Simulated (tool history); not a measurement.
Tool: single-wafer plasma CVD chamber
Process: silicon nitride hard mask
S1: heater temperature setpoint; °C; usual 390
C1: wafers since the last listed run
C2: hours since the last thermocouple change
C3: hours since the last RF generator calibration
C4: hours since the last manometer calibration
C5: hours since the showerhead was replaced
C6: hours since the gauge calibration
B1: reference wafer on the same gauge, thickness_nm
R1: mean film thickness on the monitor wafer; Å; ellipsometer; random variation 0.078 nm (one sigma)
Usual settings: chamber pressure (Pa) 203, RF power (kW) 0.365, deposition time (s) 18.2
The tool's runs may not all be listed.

{"run": 1, "hour": 0.0, "S1": 390, "chamber pressure (Pa)": 203, "RF power (kW)": 0.365, "deposition time (s)": 18.2, "C1": 0, "C2": 1711.2, "C3": 1259.6, "C4": 395.1, "C5": 4503.4, "C6": 123.5, "B1": 23.297, "R1": 244.72}
{"run": 2, "hour": 59.8, "S1": 390, "chamber pressure (Pa)": 203, "RF power (kW)": 0.365, "deposition time (s)": 18.2, "C1": 1119, "C2": 1771, "C3": 1319.4, "C4": 454.9, "C5": 4563.2, "C6": 183.3, "B1": 23.307, "R1": 245.79}
{"run": 3, "hour": 124.6, "S1": 385, "chamber pressure (Pa)": 203, "RF power (kW)": 0.365, "deposition time (s)": 18.2, "C1": 1213, "C2": 1835.8, "C3": 1384.2, "C4": 519.7, "C5": 4628, "C6": 248.1, "B1": 23.304, "R1": 245}
{"run": 4, "hour": 161.3, "S1": 385, "chamber pressure (Pa)": 203, "RF power (kW)": 0.365, "deposition time (s)": 18.2, "C1": 687, "C2": 1872.5, "C3": 1420.9, "C4": 556.4, "C5": 4664.7, "C6": 284.8, "B1": 23.284, "R1": 244.65}
{"run": 5, "hour": 351.4, "S1": 385, "chamber pressure (Pa)": 203, "RF power (kW)": 0.365, "deposition time (s)": 18.2, "C1": 3559, "C2": 2062.6, "C3": 1611, "C4": 746.5, "C5": 4854.8, "C6": 474.9, "B1": 23.277, "R1": 244.09}
{"run": 6, "hour": 395.7, "S1": 390, "chamber pressure (Pa)": 203, "RF power (kW)": 0.365, "deposition time (s)": 18.2, "C1": 829, "C2": 2106.9, "C3": 1655.3, "C4": 790.8, "C5": 4899.1, "C6": 519.2, "B1": 23.31, "R1": 243.31}
{"run": 7, "hour": 544.7, "S1": 390, "chamber pressure (Pa)": 203, "RF power (kW)": 0.365, "deposition time (s)": 18.2, "C1": 2790, "C2": 2255.9, "C3": 1804.3, "C4": 939.8, "C5": 5048.1, "C6": 668.2, "B1": 23.3, "R1": 243.27}
{"run": 8, "hour": 585.7, "S1": 390, "chamber pressure (Pa)": 203, "RF power (kW)": 0.365, "deposition time (s)": 18.2, "C1": 767, "C2": 2296.9, "C3": 1845.3, "C4": 980.8, "C5": 5089.1, "C6": 709.2, "B1": 23.31, "R1": 244.77}
{"run": 9, "hour": 615.4, "S1": 390, "chamber pressure (Pa)": 203, "RF power (kW)": 0.365, "deposition time (s)": 18.2, "C1": 556, "C2": 2326.6, "C3": 1875, "C4": 1010.5, "C5": 5118.8, "C6": 738.9, "B1": 23.299, "R1": 243.64}
{"run": 10, "hour": 671.8, "S1": 390, "chamber pressure (Pa)": 203, "RF power (kW)": 0.365, "deposition time (s)": 18.2, "C1": 1056, "C2": 2383, "C3": 1931.4, "C4": 1066.9, "C5": 5175.2, "C6": 795.3, "B1": 23.306, "R1": 243.29}
{"hour": 680.2, "done": "RF generator calibrated"}
{"run": 11, "hour": 869.1, "S1": 390, "chamber pressure (Pa)": 203, "RF power (kW)": 0.365, "deposition time (s)": 18.2, "C1": 3544, "C2": 2580.3, "C3": 188.9, "C4": 1264.2, "C5": 5372.5, "C6": 992.6, "B1": 23.284, "R1": 238.03}
{"run": 12, "hour": 918.2, "S1": 390, "chamber pressure (Pa)": 203, "RF power (kW)": 0.365, "deposition time (s)": 18.2, "C1": 919, "C2": 2629.4, "C3": 238, "C4": 1313.3, "C5": 5421.6, "C6": 1041.7, "B1": 23.308, "R1": 239.23}
{"run": 13, "hour": 958.0, "S1": 390, "chamber pressure (Pa)": 203, "RF power (kW)": 0.365, "deposition time (s)": 18.2, "C1": 745, "C2": 2669.2, "C3": 277.8, "C4": 1353.1, "C5": 5461.4, "C6": 1081.5, "B1": 23.327, "R1": 239.89}
{"hour": 966.5, "done": "showerhead replaced"}
{"run": 14, "hour": 1012.8, "S1": 378, "chamber pressure (Pa)": 252, "RF power (kW)": 0.365, "deposition time (s)": 16.2, "C1": 876, "C2": 2724, "C3": 332.6, "C4": 1407.9, "C5": 46.3, "C6": 1136.3, "B1": 23.311, "R1": 237.06}
{"run": 15, "hour": 1063.9, "S1": 390, "chamber pressure (Pa)": 203, "RF power (kW)": 0.34, "deposition time (s)": 18.2, "C1": 956, "C2": 2775.1, "C3": 383.7, "C4": 1459, "C5": 97.4, "C6": 1187.4, "B1": 23.322, "R1": 229.8}
{"hour": 1081.4, "done": "thermocouple changed; heater temperature recalibrated"}
{"hour": 1091.9, "done": "RF generator calibrated, repeated, since the last time left the tool worse"}
{"run": 16, "hour": 1124.1, "S1": 390, "chamber pressure (Pa)": 203, "RF power (kW)": 0.365, "deposition time (s)": 18.2, "C1": 827, "C2": 42.7, "C3": 32.2, "C4": 1519.2, "C5": 157.6, "C6": 1247.6, "B1": 23.293, "R1": 248.75}
{"run": 17, "hour": 1183.4, "S1": 390, "chamber pressure (Pa)": 203, "RF power (kW)": 0.365, "deposition time (s)": 18.2, "C1": 1110, "C2": 102, "C3": 91.5, "C4": 1578.5, "C5": 216.9, "C6": 1306.9, "B1": 23.296, "R1": 248.55}
{"run": 18, "hour": 1222.4, "S1": 390, "chamber pressure (Pa)": 203, "RF power (kW)": 0.365, "deposition time (s)": 18.2, "C1": 730, "C2": 141, "C3": 130.5, "C4": 1617.5, "C5": 255.9, "C6": 1345.9, "B1": 23.289, "R1": 248.25}
{"hour": 1235.6, "done": "gauge calibrated"}
{"run": 19, "hour": 1273.9, "S1": 404, "chamber pressure (Pa)": 203, "RF power (kW)": 0.42, "deposition time (s)": 18.2, "C1": 964, "C2": 192.5, "C3": 182, "C4": 1669, "C5": 307.4, "C6": 38.3, "B1": 23.314, "R1": 266.81}
{"hour": 1314.3, "done": "capacitance manometer re-zeroed and calibrated"}
{"run": 20, "hour": 1343.6, "S1": 376, "chamber pressure (Pa)": 161, "RF power (kW)": 0.365, "deposition time (s)": 18.2, "C1": 1155, "C2": 262.2, "C3": 251.7, "C4": 29.3, "C5": 377.1, "C6": 108, "B1": 23.298, "R1": 216.93}
{"run": 21, "hour": 1381.7, "S1": 390, "chamber pressure (Pa)": 163, "RF power (kW)": 0.365, "deposition time (s)": 19.4, "C1": 713, "C2": 300.3, "C3": 289.8, "C4": 67.4, "C5": 415.2, "C6": 146.1, "B1": 23.333, "R1": 232.59}
{"run": 22, "hour": 1423.1, "S1": 390, "chamber pressure (Pa)": 203, "RF power (kW)": 0.365, "deposition time (s)": 18.2, "C1": 775, "C2": 341.7, "C3": 331.2, "C4": 108.8, "C5": 456.6, "C6": 187.5, "B1": 23.317, "R1": 248.47}
{"run": 23, "hour": 1487.4, "S1": 383, "chamber pressure (Pa)": 163, "RF power (kW)": 0.365, "deposition time (s)": 18.2, "C1": 1204, "C2": 406, "C3": 395.5, "C4": 173.1, "C5": 520.9, "C6": 251.8, "B1": 23.261, "R1": 217.04}
{"run": 24, "hour": 1543.6, "S1": 390, "chamber pressure (Pa)": 203, "RF power (kW)": 0.365, "deposition time (s)": 18.2, "C1": 1052, "C2": 462.2, "C3": 451.7, "C4": 229.3, "C5": 577.1, "C6": 308, "B1": 23.31, "R1": 248.63}
{"run": 25, "hour": 1590.2, "S1": 390, "chamber pressure (Pa)": 155, "RF power (kW)": 0.42, "deposition time (s)": 18.2, "C1": 872, "C2": 508.8, "C3": 498.3, "C4": 275.9, "C5": 623.7, "C6": 354.6, "B1": 23.321, "R1": 226.74}
{"run": 26, "hour": 1657.6, "S1": 395, "chamber pressure (Pa)": 203, "RF power (kW)": 0.31, "deposition time (s)": 19.6, "C1": 1262, "C2": 576.2, "C3": 565.7, "C4": 343.3, "C5": 691.1, "C6": 422, "B1": 23.311, "R1": 243.87}
{"run": 27, "hour": 1687.6, "S1": 390, "chamber pressure (Pa)": 167, "RF power (kW)": 0.365, "deposition time (s)": 18.2, "C1": 561, "C2": 606.2, "C3": 595.7, "C4": 373.3, "C5": 721.1, "C6": 452, "B1": 23.284, "R1": 221.49}
{"run": 28, "hour": 1731.9, "S1": 382, "chamber pressure (Pa)": 203, "RF power (kW)": 0.325, "deposition time (s)": 16.8, "C1": 829, "C2": 650.5, "C3": 640, "C4": 417.6, "C5": 765.4, "C6": 496.3, "B1": 23.28, "R1": 216.21}
{"run": 29, "hour": 1763.8, "S1": 390, "chamber pressure (Pa)": 184, "RF power (kW)": 0.365, "deposition time (s)": 17.3, "C1": 597, "C2": 682.4, "C3": 671.9, "C4": 449.5, "C5": 797.3, "C6": 528.2, "B1": 23.341, "R1": 223.45}

Forecast each of these 3 alternatives for the next run:
{"run": "A", "hour": 1764.2, "S1": 390, "chamber pressure (Pa)": 184, "RF power (kW)": 0.365, "deposition time (s)": 18.2, "C1": 7, "C2": 682.8, "C3": 672.3, "C4": 449.9, "C5": 797.7, "C6": 528.6, "B1": "?", "R1": "?"}
{"run": "B", "hour": 1764.2, "S1": 378, "chamber pressure (Pa)": 203, "RF power (kW)": 0.315, "deposition time (s)": 18.2, "C1": 7, "C2": 682.8, "C3": 672.3, "C4": 449.9, "C5": 797.7, "C6": 528.6, "B1": "?", "R1": "?"}
{"run": "C", "hour": 1764.2, "S1": 390, "chamber pressure (Pa)": 203, "RF power (kW)": 0.305, "deposition time (s)": 18.2, "C1": 7, "C2": 682.8, "C3": 672.3, "C4": 449.9, "C5": 797.7, "C6": 528.6, "B1": "?", "R1": "?"}

run=A B1=23.283 R1=234.79
run=B B1=23.283 R1=229.43
run=C B1=23.283 R1=224.42
Without the tool's hidden state the same runs would have given:
run=A R1=235.49
run=B R1=230.14
run=C R1=225.12
